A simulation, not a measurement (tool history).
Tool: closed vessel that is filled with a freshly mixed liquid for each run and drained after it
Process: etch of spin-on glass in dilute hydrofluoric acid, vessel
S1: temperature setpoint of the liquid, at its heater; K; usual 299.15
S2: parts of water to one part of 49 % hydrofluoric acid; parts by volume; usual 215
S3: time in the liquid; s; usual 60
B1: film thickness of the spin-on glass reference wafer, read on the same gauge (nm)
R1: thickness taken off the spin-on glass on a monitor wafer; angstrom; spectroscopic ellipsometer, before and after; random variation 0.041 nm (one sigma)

| run | hour | S1 | S2 | S3 | B1 | R1 |
|---|---|---|---|---|---|---|
| 1 | 0 | 299.15 | 215 | 60 | 70 | 112.9 |
| 2 | 46 | 299.15 | 215 | 50 | 70.01 | 93.6 |
| 3 | 116.3 | 299.15 | 215 | 50 | 70.01 | 92.3 |
| 4 | 165.7 | 299.15 | 290 | 60 | 70.02 | 76.5 |
| 5 | 232.5 | 299.15 | 290 | 60 | 70.01 | 75.2 |
| 6 | 282.3 | 299.15 | 290 | 60 | 70 | 75.1 |
| 7 | 321.7 | 299.15 | 215 | 60 | 70.02 | 109.9 |
|  | 326.2 | hydrofluoric acid flow meter replaced |
| 8 | 360.2 | 299.15 | 215 | 60 | 70.02 | 115.5 |
| 9 | 431 | 302.15 | 215 | 60 | 69.99 | 127.1 |
| 10 | 471 | 302.15 | 215 | 60 | 70.03 | 126.4 |
| 11 | 532.4 | 302.65 | 215 | 60 | 70.02 | 128.2 |
| 12 | 573.2 | 299.15 | 215 | 40 | 70 | 75.3 |
| 13 | 636.9 | 299.15 | 215 | 40 | 70.03 | 74.9 |
| 14 | 675.8 | 297.65 | 180 | 30 | 70.02 | 65.8 |
| 15 | 741.1 | 301.15 | 215 | 60 | 70 | 119 |
|  | 809.7 | hydrofluoric acid flow meter replaced |
| 16 | 903.9 | 295.65 | 285 | 85 | 70 | 99.7 |
| 17 | 934.3 | 299.15 | 215 | 60 | 70 | 112.9 |
| 18 | 1004.5 | 299.15 | 215 | 60 | 70.01 | 112.5 |
| 19 | 1033.7 | 300.65 | 185 | 30 | 70.02 | 71 |
| 20 | 1076.6 | 299.15 | 215 | 60 | 69.98 | 111.1 |
| 21 | 1144.4 | 297.65 | 255 | 80 | 70 | 112.8 |
|  | 1153.5 | gauge calibrated |
|  | 1177.1 | thermometer replaced |
| 22 | 1209.3 | 299.15 | 215 | 60 | 69.99 | 109.3 |
| 23 | 1246.4 | 297.65 | 215 | 90 | 69.97 | 155.8 |
|  | 1334.2 | hydrofluoric acid flow meter replaced |
| 24 | 1379.5 | 294.65 | 275 | 70 | 70.02 | 84.1 |
| 25 | 1444.4 | 299.15 | 215 | 50 | 69.98 | 95.9 |
| 26 | 1468.8 | 299.15 | 215 | 60 | 70.01 | 114 |
| 27 | 1495.5 | 299.15 | 170 | 40 | 70 | 101.4 |

The same runs without the tool's hidden state, with the same run-to-run variation:
The hidden state here: liquid colder than its thermometer reads (K); hydrofluoric acid flow below the setpoint (%); gauge reads high (%).
| run | R1 |
|---|---|
| 1 | 115.8 |
| 2 | 96.4 |
| 3 | 95.7 |
| 4 | 79.8 |
| 5 | 79 |
| 6 | 79.3 |
| 7 | 116.2 |
| 8 | 116.1 |
| 9 | 128.7 |
| 10 | 128.5 |
| 11 | 131.1 |
| 12 | 77.3 |
| 13 | 77.4 |
| 14 | 68.1 |
| 15 | 124.2 |
| 16 | 101.8 |
| 17 | 115.5 |
| 18 | 116 |
| 19 | 73.3 |
| 20 | 115.4 |
| 21 | 117.9 |
| 22 | 114.9 |
| 23 | 164.4 |
| 24 | 84.5 |
| 25 | 96.9 |
| 26 | 115.5 |
| 27 | 102.9 |

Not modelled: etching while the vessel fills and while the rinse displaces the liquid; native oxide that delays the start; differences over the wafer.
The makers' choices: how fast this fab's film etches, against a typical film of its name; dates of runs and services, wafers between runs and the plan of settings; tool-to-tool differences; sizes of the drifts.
